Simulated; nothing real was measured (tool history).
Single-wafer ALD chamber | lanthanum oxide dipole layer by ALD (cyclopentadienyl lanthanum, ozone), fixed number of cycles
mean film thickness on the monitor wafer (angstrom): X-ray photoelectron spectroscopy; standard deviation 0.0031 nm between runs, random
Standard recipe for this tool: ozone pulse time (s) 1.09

run      day  ozone pulse time (s)  wafers since the last listed run  hours since the last thermocouple change  hours since the last ozone generator service  hours since the showerhead was replaced  hours since the gauge calibration  read-back reference wafer on the same gauge, thickness_nm  mean film thickness on the monitor wafer (angstrom)
  1        0                  1.25                                 0                                     919.7                                           609                                   6085.6                             2143.7                                                      0.442                                                 5.42
  2    3.446                  1.25                              1687                                    1002.4                                         691.7                                   6168.3                             2226.4                                                      0.442                                                 5.48
       5.546  -- ozone generator serviced
  3      7.1                  1.09                              1626                                    1090.1                                          37.3                                     6256                             2314.1                                                      0.441                                                 5.41
  4     11.4                  1.09                              2106                                    1193.3                                         140.5                                   6359.2                             2417.3                                                      0.442                                                 5.33
  5   14.562                  1.09                              1549                                    1269.2                                         216.4                                   6435.1                             2493.2                                                      0.442                                                 5.29
      15.896  -- showerhead replaced
  6   18.362                  1.09                              1698                                    1360.4                                         307.6                                     59.2                             2584.4                                                      0.442                                                 5.27
  7   20.796                  1.09                              1191                                    1418.8                                           366                                    117.6                             2642.8                                                      0.441                                                 5.25
  8   22.496                  1.09                               832                                    1459.6                                         406.8                                    158.4                             2683.6                                                      0.442                                                 5.26
  9   24.579                  1.09                              1020                                    1509.6                                         456.8                                    208.4                             2733.6                                                      0.442                                                 5.28
 10   26.538                   1.2                               959                                    1556.6                                         503.8                                    255.4                             2780.6                                                      0.442                                                 5.41
      31.208  -- ozone generator serviced
 11   31.229                   1.2                              2134                                    1669.2                                           0.5                                      368                             2893.2                                                      0.442                                                 5.47
      33.521  -- gauge calibrated
 12   35.083                  0.96                              1887                                    1761.7                                            93                                    460.5                               37.5                                                      0.443                                                 5.05
 13   38.546                  1.09                              1696                                    1844.8                                         176.1                                    543.6                              120.6                                                      0.443                                                 5.26
 14   41.975                  1.09                              1679                                    1927.1                                         258.4                                    625.9                              202.9                                                      0.442                                                 5.33
 15   44.308                  1.36                              1142                                    1983.1                                         314.4                                    681.9                              258.9                                                      0.442                                                  5.6
 16   46.083                  1.24                               869                                    2025.7                                           357                                    724.5                              301.5                                                      0.443                                                 5.44
 17   50.292                  1.09                              2061                                    2126.7                                           458                                    825.5                              402.5                                                      0.443                                                 5.22
 18   52.162                  0.83                               916                                    2171.6                                         502.9                                    870.4                              447.4                                                      0.441                                                 4.66
 19   56.546                  1.36                              2147                                    2276.8                                         608.1                                    975.6                              552.6                                                      0.442                                                 5.56
      56.975  -- ozone generator serviced
 20   58.854                  1.41                               967                                    2332.2                                          45.1                                     1031                                608                                                      0.442                                                 5.68
 21   62.579                  0.79                              1824                                    2421.6                                         134.5                                   1120.4                              697.4                                                      0.442                                                 4.71
 22   66.058                   0.7                              1704                                    2505.1                                           218                                   1203.9                              780.9                                                      0.443                                                 4.39
      67.533  -- thermocouple changed; heater temperature recalibrated
 23   69.338                   0.8                              1442                                      43.3                                         296.7                                   1282.6                              859.6                                                      0.441                                                 4.63
 24   71.088                  1.09                               857                                      85.3                                         338.7                                   1324.6                              901.6                                                      0.442                                                 5.29
 25   73.204                  0.91                              1036                                     136.1                                         389.5                                   1375.4                              952.4                                                      0.442                                                 4.91
 26   76.771                  1.41                              1747                                     221.7                                         475.1                                     1461                               1038                                                      0.442                                                  5.6
 27   85.746                  0.82                              4396                                     437.1                                         690.5                                   1676.4                             1253.4                                                      0.443                                                 4.67
      86.788  -- ozone generator serviced
 28    88.15                  1.49                              1014                                     494.8                                          32.7                                   1734.1                             1311.1                                                      0.442                                                 5.76
 29   91.292                  1.42                              1538                                     570.2                                         108.1                                   1809.5                             1386.5                                                      0.443                                                 5.74
 30   95.729                  1.09                              2173                                     676.7                                         214.6                                     1916                               1493                                                      0.442                                                 5.28
 31   97.367                  1.47                               802                                       716                                         253.9                                   1955.3                             1532.3                                                      0.442                                                  5.7
 32   99.429                  0.73                              1010                                     765.5                                         303.4                                   2004.8                             1581.8                                                      0.442                                                 4.43
 33  102.142                  1.28                              1328                                     830.6                                         368.5                                   2069.9                             1646.9                                                      0.442                                                 5.52
 34  104.125                  1.27                               971                                     878.2                                         416.1                                   2117.5                             1694.5                                                      0.442                                                 5.54
 35  113.008                  0.79                              4351                                    1091.4                                         629.3                                   2330.7                             1907.7                                                      0.441                                                 4.54

Pick out some run-to-run changes in mean film thickness on the monitor wafer (angstrom). Of each, how much would a tool without hidden state show as well, from the settings, what came in and chance, and how much is left for the hidden state and any gauge scatter not in both results compared?
Unlogged tool condition in this case: wafer temperature above the value expected at the setpoint (K); ozone dose above that of a generator just serviced (%); gauge reads high (%).
Run 2 -> 3: ozone pulse time (s) 1.25 -> 1.09, ozone generator serviced. mean film thickness on the monitor wafer (angstrom) -0.07: hidden state +0.14, all else -0.21.
Run 26 -> 27: ozone pulse time (s) 1.41 -> 0.82. mean film thickness on the monitor wafer (angstrom) -0.93: hidden state -0.14, all else -0.79.
Run 27 -> 28: ozone pulse time (s) 0.82 -> 1.49, ozone generator serviced. mean film thickness on the monitor wafer (angstrom) +1.09: hidden state +0.21, all else +0.88.
Run 31 -> 32: ozone pulse time (s) 1.47 -> 0.73. mean film thickness on the monitor wafer (angstrom) -1.27: hidden state -0.06, all else -1.21.
Run 32 -> 33: ozone pulse time (s) 0.73 -> 1.28. mean film thickness on the monitor wafer (angstrom) +1.09: hidden state +0.03, all else +1.06.
